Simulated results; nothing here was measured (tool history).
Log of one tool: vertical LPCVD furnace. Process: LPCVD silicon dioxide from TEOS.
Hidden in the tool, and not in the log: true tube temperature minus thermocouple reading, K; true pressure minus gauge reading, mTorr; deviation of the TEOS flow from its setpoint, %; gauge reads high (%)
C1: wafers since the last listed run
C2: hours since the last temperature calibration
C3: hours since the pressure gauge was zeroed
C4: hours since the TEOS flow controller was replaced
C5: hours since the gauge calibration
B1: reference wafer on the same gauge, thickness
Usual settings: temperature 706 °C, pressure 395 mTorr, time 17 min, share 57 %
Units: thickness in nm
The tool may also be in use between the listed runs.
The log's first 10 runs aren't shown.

run 11 hour=848.3 | temperature=706 pressure=395 time=17 share=64 | C1=2082 C2=1568 C3=4687.8 C4=3050.1 C5=2246.5 | B1=190.17 | thickness=171.98
run 12 hour=937.9 | temperature=706 pressure=395 time=17 share=64 | C1=1770 C2=1657.6 C3=4777.4 C4=3139.7 C5=2336.1 | B1=189.84 | thickness=171.03
run 13 hour=1092.4 | temperature=706 pressure=395 time=18.5 share=57 | C1=3052 C2=1812.1 C3=4931.9 C4=3294.2 C5=2490.6 | B1=189.95 | thickness=176.56
-- hour=1164.9 thermocouples replaced and temperature profile calibrated
run 14 hour=1165.4 | temperature=706 pressure=340 time=17 share=57 | C1=968 C2=0.5 C3=5004.9 C4=3367.2 C5=2563.6 | B1=189.92 | thickness=144.43
run 15 hour=1219.1 | temperature=706 pressure=340 time=17 share=57 | C1=1060 C2=54.2 C3=5058.6 C4=3420.9 C5=2617.3 | B1=189.96 | thickness=144.55
-- hour=1281.4 pressure gauge zeroed
-- hour=1299.9 gauge calibrated
run 16 hour=1305.9 | temperature=706 pressure=340 time=17 share=57 | C1=1240 C2=141 C3=24.5 C4=3507.7 C5=6 | B1=190.1 | thickness=148.14
run 17 hour=1402.4 | temperature=706 pressure=395 time=17 share=57 | C1=1906 C2=237.5 C3=121 C4=3604.2 C5=102.5 | B1=189.97 | thickness=160.15
run 18 hour=1491.4 | temperature=698 pressure=330 time=17 share=64 | C1=1758 C2=326.5 C3=210 C4=3693.2 C5=191.5 | B1=189.82 | thickness=129
-- hour=1561.4 TEOS flow controller replaced
run 19 hour=1565.6 | temperature=711 pressure=490 time=17 share=57 | C1=991 C2=400.7 C3=284.2 C4=4.2 C5=265.7 | B1=189.98 | thickness=200.99
run 20 hour=1667.9 | temperature=706 pressure=425 time=17 share=57 | C1=2021 C2=503 C3=386.5 C4=106.5 C5=368 | B1=190.02 | thickness=167.49

Forecast run 21:
run 21 hour=1723.6 | temperature=706 pressure=395 time=17 share=46 | C1=1100 C2=558.7 C3=442.2 C4=162.2 C5=423.7 | B1=? | thickness=?

Run 21 gave B1 190.04, thickness 144.29 nm.
Without the tool's hidden state the same run would have given thickness 143.45 nm.

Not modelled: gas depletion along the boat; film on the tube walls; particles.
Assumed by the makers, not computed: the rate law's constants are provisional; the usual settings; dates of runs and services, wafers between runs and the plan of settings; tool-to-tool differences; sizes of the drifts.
